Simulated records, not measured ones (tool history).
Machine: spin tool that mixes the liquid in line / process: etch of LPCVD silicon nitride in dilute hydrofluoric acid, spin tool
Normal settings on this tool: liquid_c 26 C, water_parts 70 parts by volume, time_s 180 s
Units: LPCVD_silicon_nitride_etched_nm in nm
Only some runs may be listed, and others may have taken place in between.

run   hour  liquid_c  water_parts  time_s  wafers since the last listed run  hours since the thermometer was replaced  hours since the hydrofluoric acid flow meter was replaced  hours since the gauge calibration  read-back film thickness of the LPCVD silicon nitride reference wafer, read on the same gauge (nm)  LPCVD_silicon_nitride_etched_nm
  1      0        26           85     180                                 0                                     543.3                                                      695.7                                553                                                                                             100.033                            1.027
  2    7.4        26           85     180                                34                                     550.7                                                      703.1                              560.4                                                                                              99.963                             1.07
  3   24.9        26           70     180                                82                                     568.2                                                      720.6                              577.9                                                                                              99.995                            1.283
      29.6  -- gauge calibrated
  4   36.6        26           70     180                                55                                     579.9                                                      732.3                                  7                                                                                              99.981                            1.242
  5   49.5        26           70     180                                60                                     592.8                                                      745.2                               19.9                                                                                              99.979                            1.293
  6   57.4      28.5           70     180                                37                                     600.7                                                      753.1                               27.8                                                                                              99.985                             1.49
  7   71.4        26           80     180                                66                                     614.7                                                      767.1                               41.8                                                                                             100.009                            1.133
  8   80.8        30           70     180                                44                                     624.1                                                      776.5                               51.2                                                                                              99.983                            1.608
  9   91.9        26           70     180                                52                                     635.2                                                      787.6                               62.3                                                                                             100.013                            1.247
 10  103.6        26           50      95                                55                                     646.9                                                      799.3                                 74                                                                                              100.01                             0.91
 11  119.9        24          100     180                                76                                     663.2                                                      815.6                               90.3                                                                                             100.002                            0.778
 12  130.1        26           90     180                                48                                     673.4                                                      825.8                              100.5                                                                                              99.975                            0.979
 13  144.6      21.5           70     235                                68                                     687.9                                                      840.3                                115                                                                                              99.995                            1.192
 14  152.8      27.5           85     180                                38                                     696.1                                                      848.5                              123.2                                                                                             100.026                            1.147
 15  160.3        30           60     180                                35                                     703.6                                                        856                              130.7                                                                                              99.952                            1.913
 16  177.5      23.5           70     180                                81                                     720.8                                                      873.2                              147.9                                                                                             100.028                            1.026
 17  225.1        26           70     180                               224                                     768.4                                                      920.8                              195.5                                                                                             100.011                            1.218
     226.3  -- thermometer replaced
 18    235      27.5           70     180                                42                                       8.7                                                      930.7                              205.4                                                                                              99.964                            1.274
 19  241.5        29           70     180                                30                                      15.2                                                      937.2                              211.9                                                                                              99.997                            1.402
 20  255.9        26           40     180                                67                                      29.6                                                      951.6                              226.3                                                                                             100.023                            2.044
 21  269.3      30.5           70     180                                63                                        43                                                        965                              239.7                                                                                             100.015                            1.558
     272.3  -- hydrofluoric acid flow meter replaced
 22  286.4        28           70     180                                76                                      60.1                                                       14.1                              256.8                                                                                             100.002                             1.32
 23  294.4        26           45     180                                37                                      68.1                                                       22.1                              264.8                                                                                              99.967                            1.738
     306.3  -- thermometer replaced, repeated, since the last time left the tool worse
 24    308        26           85     100                                59                                       1.7                                                       35.7                              278.4                                                                                             100.005                            0.627
 25  316.6        22           70     150                                40                                      10.3                                                       44.3                                287                                                                                               99.99                            0.905
 26  336.2        29           70     125                                92                                      29.9                                                       63.9                              306.6                                                                                              99.985                            1.159
 27  348.2      28.5           50     265                                56                                      41.9                                                       75.9                              318.6                                                                                             100.016                            3.434
 28  358.2        26           70     180                                47                                      51.9                                                       85.9                              328.6                                                                                              99.984                            1.423
 29  372.2        26           70     180                                66                                      65.9                                                       99.9                              342.6                                                                                              99.983                             1.39
 30  411.2        31           80     180                               184                                     104.9                                                      138.9                              381.6                                                                                              99.995                            1.612
 31  419.1        30           70     180                                37                                     112.8                                                      146.8                              389.5                                                                                              99.973                            1.787

Predict each of these 5 candidate next runs independently; none follows another, all start after run 31:
  A  419.6        22           70     180                                 2                                     113.3                                                      147.3                                390                                                                                                   ?                                ?
  B  419.6        26           35     265                                 2                                     113.3                                                      147.3                                390                                                                                                   ?                                ?
  C  419.6        24           50     235                                 2                                     113.3                                                      147.3                                390                                                                                                   ?                                ?
  D  419.6        26          100     270                                 2                                     113.3                                                      147.3                                390                                                                                                   ?                                ?
  E  419.6        28           70     110                                 2                                     113.3                                                      147.3                                390                                                                                                   ?                                ?

run  read-back film thickness of the LPCVD silicon nitride reference wafer, read on the same gauge (nm)  LPCVD_silicon_nitride_etched_nm
  A                                                                                             100.017                            1.029
  B                                                                                             100.017                             3.91
  C                                                                                             100.017                            2.139
  D                                                                                             100.017                            1.418
  E                                                                                             100.017                            0.937
With no hidden state in the tool, these same runs would have given:
run  LPCVD_silicon_nitride_etched_nm
  A                            1.056
  B                            4.011
  C                            2.195
  D                            1.454
  E                            0.961
